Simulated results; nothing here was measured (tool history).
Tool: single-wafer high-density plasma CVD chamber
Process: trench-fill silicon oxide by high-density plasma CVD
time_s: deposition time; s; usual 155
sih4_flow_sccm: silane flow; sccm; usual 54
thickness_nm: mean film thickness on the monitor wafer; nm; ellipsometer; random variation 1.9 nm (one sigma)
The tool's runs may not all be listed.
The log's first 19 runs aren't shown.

run     day  time_s  sih4_flow_sccm  wafers since the last listed run  hours since the silane flow controller was replaced  hours since the gauge calibration  read-back reference wafer on the same gauge, thickness_nm  thickness_nm
 20   10.75     139              58                               117                                                 40.5                               20.1                                                    658.244       780.556
 21  11.138     155              54                                81                                                 49.8                               29.4                                                    658.079       815.824
 22  11.458     166              65                                67                                                 57.5                               37.1                                                    658.159       1032.27
 23  11.879     169              57                                88                                                 67.6                               47.2                                                     657.64        932.92
 24  12.171     155              54                                61                                                 74.6                               54.2                                                    658.099       817.151
 25  12.633     129              63                                97                                                 85.7                               65.3                                                    658.443       781.822
 26  12.942     128              54                                65                                                 93.1                               72.7                                                    657.876       678.086
 27  13.433     155              54                               103                                                104.9                               84.5                                                    657.726       821.166
 28    13.8     124              63                                77                                                113.7                               93.3                                                    658.693       749.932
 29  14.158     155              54                                75                                                122.3                              101.9                                                    657.771        821.31
 30  14.867     155              54                               149                                                139.3                              118.9                                                    657.828       821.597
 31  15.175     155              54                                65                                                146.7                              126.3                                                    657.657       824.302
 32  15.575     155              54                                84                                                156.3                              135.9                                                    657.576       824.126
 33  16.162     155              51                               123                                                170.4                                150                                                    658.375       787.324
 34  16.675     173              57                               108                                                182.7                              162.3                                                     657.82       964.001

Forecast run 35:
 35  17.379     129              47                               148                                                199.6                              179.2                                                          ?             ?

Run 35 gave read-back reference wafer on the same gauge, thickness_nm 657.969, thickness_nm 607.392 nm.
Without the tool's hidden state the same run would have given thickness_nm 598.876 nm.
